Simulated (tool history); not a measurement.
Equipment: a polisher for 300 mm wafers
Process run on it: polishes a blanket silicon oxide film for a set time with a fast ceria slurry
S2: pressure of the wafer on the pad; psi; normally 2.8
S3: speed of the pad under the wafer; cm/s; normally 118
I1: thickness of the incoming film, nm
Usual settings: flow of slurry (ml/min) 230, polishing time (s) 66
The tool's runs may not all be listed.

{"run": 1, "day": 0.0, "flow of slurry (ml/min)": 230, "S2": 3.1, "S3": 118, "polishing time (s)": 66, "I1": 3405.8, "film removed (nm)": 1111.2}
{"run": 2, "day": 1.175, "flow of slurry (ml/min)": 230, "S2": 3.1, "S3": 118, "polishing time (s)": 66, "I1": 3459.4, "film removed (nm)": 1099.4}
{"run": 3, "day": 2.542, "flow of slurry (ml/min)": 190, "S2": 2.8, "S3": 118, "polishing time (s)": 66, "I1": 3461.8, "film removed (nm)": 943.6}
{"day": 2.929, "done": "worn pad replaced by a new one"}
{"run": 4, "day": 3.088, "flow of slurry (ml/min)": 190, "S2": 2.8, "S3": 118, "polishing time (s)": 66, "I1": 3514.8, "film removed (nm)": 926.2}
{"run": 5, "day": 3.95, "flow of slurry (ml/min)": 190, "S2": 2.8, "S3": 118, "polishing time (s)": 66, "I1": 3479.9, "film removed (nm)": 933.8}
{"day": 4.771, "done": "slurry nozzle cleaned"}
{"run": 6, "day": 5.092, "flow of slurry (ml/min)": 230, "S2": 2.8, "S3": 118, "polishing time (s)": 66, "I1": 3449.8, "film removed (nm)": 1079.5}
{"run": 7, "day": 5.858, "flow of slurry (ml/min)": 230, "S2": 2.8, "S3": 118, "polishing time (s)": 66, "I1": 3399.2, "film removed (nm)": 1055.0}
{"run": 8, "day": 6.483, "flow of slurry (ml/min)": 230, "S2": 2.8, "S3": 118, "polishing time (s)": 66, "I1": 3488.5, "film removed (nm)": 1084.7}
{"run": 9, "day": 7.492, "flow of slurry (ml/min)": 230, "S2": 2.8, "S3": 118, "polishing time (s)": 66, "I1": 3480.0, "film removed (nm)": 1039.7}
{"run": 10, "day": 8.704, "flow of slurry (ml/min)": 180, "S2": 2.8, "S3": 118, "polishing time (s)": 66, "I1": 3466.6, "film removed (nm)": 1040.5}
{"run": 11, "day": 10.021, "flow of slurry (ml/min)": 180, "S2": 2.8, "S3": 118, "polishing time (s)": 66, "I1": 3439.1, "film removed (nm)": 1006.6}
{"run": 12, "day": 11.138, "flow of slurry (ml/min)": 180, "S2": 2.8, "S3": 118, "polishing time (s)": 66, "I1": 3465.2, "film removed (nm)": 1007.7}
{"day": 11.621, "done": "worn pad replaced by a new one"}
{"day": 14.617, "done": "head pressure recalibrated"}
{"run": 13, "day": 15.429, "flow of slurry (ml/min)": 230, "S2": 2.3, "S3": 118, "polishing time (s)": 66, "I1": 3496.1, "film removed (nm)": 842.9}
{"run": 14, "day": 16.738, "flow of slurry (ml/min)": 250, "S2": 2.6, "S3": 118, "polishing time (s)": 66, "I1": 3432.9, "film removed (nm)": 955.4}
{"run": 15, "day": 17.621, "flow of slurry (ml/min)": 250, "S2": 2.6, "S3": 118, "polishing time (s)": 66, "I1": 3435.3, "film removed (nm)": 959.2}
{"run": 16, "day": 18.192, "flow of slurry (ml/min)": 215, "S2": 3.4, "S3": 118, "polishing time (s)": 66, "I1": 3481.1, "film removed (nm)": 1210.6}
{"day": 18.321, "done": "slurry nozzle cleaned"}
{"run": 17, "day": 18.967, "flow of slurry (ml/min)": 215, "S2": 3.4, "S3": 118, "polishing time (s)": 66, "I1": 3460.7, "film removed (nm)": 1286.7}
{"day": 19.667, "done": "worn pad replaced by a new one"}
{"run": 18, "day": 20.1, "flow of slurry (ml/min)": 165, "S2": 2.3, "S3": 118, "polishing time (s)": 66, "I1": 3429.7, "film removed (nm)": 823.8}
{"run": 19, "day": 21.575, "flow of slurry (ml/min)": 230, "S2": 2.8, "S3": 118, "polishing time (s)": 76, "I1": 3455.4, "film removed (nm)": 1215.6}
{"run": 20, "day": 22.921, "flow of slurry (ml/min)": 230, "S2": 1.9, "S3": 118, "polishing time (s)": 66, "I1": 3427.7, "film removed (nm)": 708.2}
{"run": 21, "day": 23.775, "flow of slurry (ml/min)": 230, "S2": 1.8, "S3": 118, "polishing time (s)": 51, "I1": 3440.8, "film removed (nm)": 515.0}
{"run": 22, "day": 26.717, "flow of slurry (ml/min)": 230, "S2": 2.8, "S3": 118, "polishing time (s)": 66, "I1": 3426.4, "film removed (nm)": 1040.4}
{"run": 23, "day": 28.079, "flow of slurry (ml/min)": 280, "S2": 2.3, "S3": 158, "polishing time (s)": 66, "I1": 3479.5, "film removed (nm)": 1065.0}
{"run": 24, "day": 29.462, "flow of slurry (ml/min)": 230, "S2": 3.1, "S3": 118, "polishing time (s)": 66, "I1": 3413.5, "film removed (nm)": 1092.5}
{"day": 30.179, "done": "worn pad replaced by a new one"}
{"run": 25, "day": 30.512, "flow of slurry (ml/min)": 230, "S2": 3.7, "S3": 118, "polishing time (s)": 66, "I1": 3498.2, "film removed (nm)": 1348.8}
{"run": 26, "day": 31.85, "flow of slurry (ml/min)": 300, "S2": 2.1, "S3": 94, "polishing time (s)": 52, "I1": 3457.3, "film removed (nm)": 533.5}
{"day": 32.817, "done": "slurry nozzle cleaned"}
{"run": 27, "day": 33.333, "flow of slurry (ml/min)": 185, "S2": 2.8, "S3": 132, "polishing time (s)": 60, "I1": 3537.6, "film removed (nm)": 1004.4}
{"run": 28, "day": 34.108, "flow of slurry (ml/min)": 230, "S2": 2.8, "S3": 118, "polishing time (s)": 66, "I1": 3432.7, "film removed (nm)": 1052.2}
{"run": 29, "day": 34.975, "flow of slurry (ml/min)": 230, "S2": 2.8, "S3": 100, "polishing time (s)": 53, "I1": 3483.4, "film removed (nm)": 777.1}
{"run": 30, "day": 35.817, "flow of slurry (ml/min)": 230, "S2": 2.8, "S3": 118, "polishing time (s)": 66, "I1": 3463.5, "film removed (nm)": 1054.4}
{"run": 31, "day": 37.075, "flow of slurry (ml/min)": 230, "S2": 3.1, "S3": 118, "polishing time (s)": 66, "I1": 3428.9, "film removed (nm)": 1177.6}
{"run": 32, "day": 38.162, "flow of slurry (ml/min)": 230, "S2": 3.6, "S3": 100, "polishing time (s)": 84, "I1": 3449.9, "film removed (nm)": 1552.1}
{"day": 38.575, "done": "worn pad replaced by a new one"}
{"run": 33, "day": 38.708, "flow of slurry (ml/min)": 155, "S2": 3.2, "S3": 118, "polishing time (s)": 66, "I1": 3496.5, "film removed (nm)": 1133.4}
{"run": 34, "day": 39.288, "flow of slurry (ml/min)": 300, "S2": 2.1, "S3": 94, "polishing time (s)": 52, "I1": 3487.6, "film removed (nm)": 555.4}
{"run": 35, "day": 39.929, "flow of slurry (ml/min)": 280, "S2": 2.0, "S3": 118, "polishing time (s)": 66, "I1": 3401.2, "film removed (nm)": 759.6}
{"run": 36, "day": 40.708, "flow of slurry (ml/min)": 230, "S2": 2.8, "S3": 118, "polishing time (s)": 66, "I1": 3500.2, "film removed (nm)": 1024.8}
{"run": 37, "day": 41.8, "flow of slurry (ml/min)": 230, "S2": 3.6, "S3": 100, "polishing time (s)": 84, "I1": 3462.0, "film removed (nm)": 1531.7}
{"day": 42.358, "done": "head pressure recalibrated"}
{"run": 38, "day": 42.917, "flow of slurry (ml/min)": 170, "S2": 2.8, "S3": 118, "polishing time (s)": 66, "I1": 3487.4, "film removed (nm)": 978.9}

How would selected steps in film removed (nm) from run to run divide? Give the signed amount a tool lacking its hidden state would still show from settings, what came in and random variation, and the signed amount left for the hidden state, including any gauge scatter that is not in both of the compared results.
Hidden state at play: removal rate lost through wear of the pad, %; slurry flow missing at the pad, %; deviation of the head's pressure from its setpoint, %.
Run 5 -> 6: flow of slurry (ml/min) 190 -> 230, slurry nozzle cleaned. film removed (nm) +145.7: hidden state +121.9, all else +23.8.
Run 16 -> 17: slurry nozzle cleaned. film removed (nm) +76.1: hidden state +59.9, all else +16.2.
Run 25 -> 26: flow of slurry (ml/min) 230 -> 300, S2 3.7 -> 2.1, S3 118 -> 94, polishing time (s) 66 -> 52. film removed (nm) -815.3: hidden state +59.5, all else -874.8.
Run 33 -> 34: flow of slurry (ml/min) 155 -> 300, S2 3.2 -> 2.1, S3 118 -> 94, polishing time (s) 66 -> 52. film removed (nm) -578.0: hidden state +24.4, all else -602.4.
Run 37 -> 38: flow of slurry (ml/min) 230 -> 170, S2 3.6 -> 2.8, S3 100 -> 118, polishing time (s) 84 -> 66, head pressure recalibrated. film removed (nm) -552.8: hidden state +1.5, all else -554.3.
